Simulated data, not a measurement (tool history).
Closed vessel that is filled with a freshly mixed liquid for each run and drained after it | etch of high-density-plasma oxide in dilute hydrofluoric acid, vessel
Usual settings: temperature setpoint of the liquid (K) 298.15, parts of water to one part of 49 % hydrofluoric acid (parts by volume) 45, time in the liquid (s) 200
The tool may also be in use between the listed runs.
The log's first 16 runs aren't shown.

run	hour	temperature setpoint of the liquid (K)	parts of water to one part of 49 % hydrofluoric acid (parts by volume)	time in the liquid (s)	read-back film thickness of the high-density-plasma oxide reference wafer, read on the same gauge (nm)	thickness taken off the high-density-plasma oxide on a monitor wafer (Å)
# hour 877.9: thermometer replaced
17	901.1	302.65	40	200	150	453.2
18	927.7	301.65	30	295	150	879.7
19	994.6	298.15	45	200	149.99	337.9
20	1051.5	298.15	25	200	150.01	625
# hour 1057.7: hydrofluoric acid flow meter replaced
21	1082.5	298.15	45	200	149.95	357.6
# hour 1116.5: gauge calibrated
22	1158.1	293.15	35	200	150.02	383.7
23	1215	298.15	35	290	149.95	674.8
24	1282	295.65	35	265	150.01	568.5
25	1346.4	301.65	45	200	150.01	423.3
26	1391.3	301.15	45	300	150	621
# hour 1430.4: hydrofluoric acid flow meter replaced, repeated, since the last time left the tool worse
27	1449.1	294.15	40	200	149.96	299.3
28	1491	298.15	45	200	149.99	315.8
29	1547.2	295.15	45	200	149.98	277.6
30	1574.7	298.15	45	200	150.02	317.1
31	1610.3	298.15	45	200	149.98	317.8

5 ways to go on from here, each from the tool as it stands after run 31. What would each give?
A	1611	298.15	45	200	?	?
B	1611	299.65	45	145	?	?
C	1611	298.15	55	125	?	?
D	1611	295.15	45	140	?	?
E	1611	303.15	55	90	?	?

run	read-back film thickness of the high-density-plasma oxide reference wafer, read on the same gauge (nm)	thickness taken off the high-density-plasma oxide on a monitor wafer (Å)
A	150.03	320.4
B	150.03	247
C	150.03	161.7
D	150.03	198
E	150.03	142.1
Without the tool's hidden state the same runs would have given:
run	thickness taken off the high-density-plasma oxide on a monitor wafer (Å)
A	315.8
B	243.4
C	159.3
D	195.2
E	140
